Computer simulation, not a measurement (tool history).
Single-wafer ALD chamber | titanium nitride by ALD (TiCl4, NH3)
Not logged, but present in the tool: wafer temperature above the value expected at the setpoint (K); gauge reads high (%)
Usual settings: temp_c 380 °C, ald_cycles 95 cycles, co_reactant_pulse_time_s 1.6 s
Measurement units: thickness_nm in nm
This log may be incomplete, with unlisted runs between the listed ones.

run    hour  temp_c  ald_cycles  co_reactant_pulse_time_s  wafers since the last listed run  hours since the last thermocouple change  hours since the showerhead was replaced  hours since the gauge calibration  read-back reference wafer on the same gauge, thickness_nm  thickness_nm
  1       0     373          95                       1.6                                 0                                     539.1                                   4441.7                                 54                                                      1.829         2.054
  2   107.4     373          95                       1.6                               311                                     646.5                                   4549.1                              161.4                                                      1.832         2.056
  3   180.9     373          95                       1.6                               213                                       720                                   4622.6                              234.9                                                       1.83         2.057
  4   267.8     380          80                       1.6                               252                                     806.9                                   4709.5                              321.8                                                      1.831         1.759
  5   308.7     380         107                       1.6                               118                                     847.8                                   4750.4                              362.7                                                       1.83         2.345
  6   361.5     380         107                       1.6                               153                                     900.6                                   4803.2                              415.5                                                       1.83         2.349
  7   449.5     380         107                       1.6                               255                                     988.6                                   4891.2                              503.5                                                       1.83          2.35
      553.9  -- showerhead replaced
  8   613.7     380          95                       1.6                               453                                    1152.8                                     59.8                              667.7                                                       1.83         2.079
      689.8  -- thermocouple changed; heater temperature recalibrated
  9   708.7     380          95                       1.6                               252                                      18.9                                    154.8                              762.7                                                      1.829         2.093
 10   746.3     380          95                       1.2                               109                                      56.5                                    192.4                              800.3                                                       1.83         2.064
 11   834.3     384          81                      2.22                               255                                     144.5                                    280.4                              888.3                                                      1.829          1.83
 12   888.4     373          85                       2.2                               157                                     198.6                                    334.5                              942.4                                                      1.828         1.888
      888.9  -- gauge calibrated
 13   935.5     380          95                      1.29                               136                                     245.7                                    381.6                               46.6                                                      1.829         2.064
 14   995.4     380         107                       1.6                               173                                     305.6                                    441.5                              106.5                                                       1.83         2.363
 15  1079.4     365          84                      0.97                               243                                     389.6                                    525.5                              190.5                                                      1.831         1.709
 16    1180     380         107                       1.6                               292                                     490.2                                    626.1                              291.1                                                       1.83         2.352
 17    1274     393          80                       1.9                               272                                     584.2                                    720.1                              385.1                                                      1.829         1.806
 18  1315.8     393          95                       1.6                               121                                       626                                    761.9                              426.9                                                      1.829         2.118

Predict each of these 5 candidate next runs independently; none follows another, all start after run 18:
  A  1316.4     380          95                       1.6                                 1                                     626.6                                    762.5                              427.5                                                          ?             ?
  B  1316.4     366          95                       1.6                                 1                                     626.6                                    762.5                              427.5                                                          ?             ?
  C  1316.4     380          79                       1.6                                 1                                     626.6                                    762.5                              427.5                                                          ?             ?
  D  1316.4     384         102                      1.02                                 1                                     626.6                                    762.5                              427.5                                                          ?             ?
  E  1316.4     367         111                       1.6                                 1                                     626.6                                    762.5                              427.5                                                          ?             ?

run  read-back reference wafer on the same gauge, thickness_nm  thickness_nm
  A                                                       1.83         2.088
  B                                                       1.83         2.017
  C                                                       1.83         1.736
  D                                                       1.83          2.19
  E                                                       1.83         2.363
The same runs, with their run-to-run variation unchanged, on a tool lacking any hidden condition would have given:
run  thickness_nm
  A           2.1
  B         2.039
  C         1.746
  D         2.207
  E         2.388
